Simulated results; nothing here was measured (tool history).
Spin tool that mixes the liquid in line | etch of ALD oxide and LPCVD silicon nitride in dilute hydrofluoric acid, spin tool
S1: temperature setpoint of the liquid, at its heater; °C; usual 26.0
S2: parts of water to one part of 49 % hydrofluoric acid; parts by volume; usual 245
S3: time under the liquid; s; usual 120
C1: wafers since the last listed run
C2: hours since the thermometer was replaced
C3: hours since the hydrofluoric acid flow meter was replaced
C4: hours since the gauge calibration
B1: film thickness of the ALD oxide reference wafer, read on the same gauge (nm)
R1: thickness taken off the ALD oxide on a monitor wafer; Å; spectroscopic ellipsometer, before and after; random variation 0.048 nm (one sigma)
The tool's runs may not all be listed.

| run | hour | S1 | S2 | S3 | C1 | C2 | C3 | C4 | B1 | R1 |
|---|---|---|---|---|---|---|---|---|---|---|
| 1 | 0.0 | 26.0 | 245 | 75 | 0 | 678.7 | 321.0 | 823.4 | 109.99 | 38.1 |
| 2 | 43.8 | 26.0 | 245 | 75 | 505 | 722.5 | 364.8 | 867.2 | 110.00 | 38.7 |
| 3 | 71.4 | 26.0 | 245 | 120 | 318 | 750.1 | 392.4 | 894.8 | 110.00 | 60.3 |
| 4 | 142.8 | 26.0 | 245 | 120 | 824 | 821.5 | 463.8 | 966.2 | 109.99 | 60.6 |
| 5 | 207.0 | 26.0 | 245 | 145 | 741 | 885.7 | 528.0 | 1030.4 | 109.99 | 73.7 |
|  | 232.0 | hydrofluoric acid flow meter replaced |
| 6 | 235.2 | 26.0 | 245 | 145 | 314 | 913.9 | 3.2 | 1058.6 | 110.00 | 74.7 |
| 7 | 304.2 | 26.0 | 245 | 120 | 797 | 982.9 | 72.2 | 1127.6 | 110.01 | 61.9 |
| 8 | 353.8 | 26.0 | 245 | 120 | 572 | 1032.5 | 121.8 | 1177.2 | 110.03 | 61.5 |
| 9 | 412.6 | 26.0 | 170 | 120 | 679 | 1091.3 | 180.6 | 1236.0 | 110.00 | 96.6 |
| 10 | 450.4 | 26.0 | 335 | 120 | 436 | 1129.1 | 218.4 | 1273.8 | 109.97 | 40.8 |
| 11 | 498.8 | 26.0 | 335 | 120 | 559 | 1177.5 | 266.8 | 1322.2 | 110.01 | 41.4 |
|  | 537.5 | thermometer replaced |
| 12 | 567.5 | 26.0 | 335 | 120 | 782 | 30.0 | 335.5 | 1390.9 | 109.99 | 39.4 |
| 13 | 595.9 | 26.0 | 310 | 70 | 328 | 58.4 | 363.9 | 1419.3 | 109.99 | 25.7 |
| 14 | 635.7 | 26.0 | 245 | 120 | 459 | 98.2 | 403.7 | 1459.1 | 109.99 | 59.8 |
| 15 | 703.8 | 26.0 | 245 | 75 | 786 | 166.3 | 471.8 | 1527.2 | 109.97 | 37.7 |
| 16 | 730.6 | 22.0 | 340 | 120 | 309 | 193.1 | 498.6 | 1554.0 | 110.00 | 34.3 |
|  | 758.9 | hydrofluoric acid flow meter replaced |
| 17 | 785.5 | 26.0 | 245 | 175 | 622 | 248.0 | 26.6 | 1608.9 | 110.01 | 87.8 |
|  | 823.5 | gauge calibrated |
| 18 | 855.8 | 31.0 | 335 | 90 | 812 | 318.3 | 96.9 | 32.3 | 110.01 | 34.9 |
| 19 | 925.1 | 29.0 | 180 | 85 | 800 | 387.6 | 166.2 | 101.6 | 110.01 | 69.5 |
| 20 | 985.1 | 29.0 | 170 | 120 | 693 | 447.6 | 226.2 | 161.6 | 110.02 | 106.8 |
| 21 | 1054.7 | 24.0 | 245 | 85 | 804 | 517.2 | 295.8 | 231.2 | 109.99 | 40.1 |
| 22 | 1123.1 | 23.0 | 245 | 120 | 790 | 585.6 | 364.2 | 299.6 | 110.00 | 55.2 |
| 23 | 1178.3 | 26.0 | 245 | 120 | 637 | 640.8 | 419.4 | 354.8 | 110.03 | 60.5 |
| 24 | 1216.3 | 23.5 | 245 | 120 | 438 | 678.8 | 457.4 | 392.8 | 110.03 | 56.3 |
| 25 | 1245.8 | 21.0 | 285 | 80 | 340 | 708.3 | 486.9 | 422.3 | 109.98 | 28.0 |

Forecast each of these 3 alternatives for the next run:
| A | 1246.2 | 26.0 | 245 | 165 | 4 | 708.7 | 487.3 | 422.7 | ? | ? |
| B | 1246.2 | 26.0 | 290 | 120 | 4 | 708.7 | 487.3 | 422.7 | ? | ? |
| C | 1246.2 | 28.0 | 135 | 100 | 4 | 708.7 | 487.3 | 422.7 | ? | ? |

| run | B1 | R1 |
|---|---|---|
| A | 109.99 | 84.1 |
| B | 109.99 | 49.2 |
| C | 109.99 | 113.3 |
Without the tool's hidden state the same runs would have given:
| run | R1 |
|---|---|
| A | 81.0 |
| B | 47.5 |
| C | 108.9 |
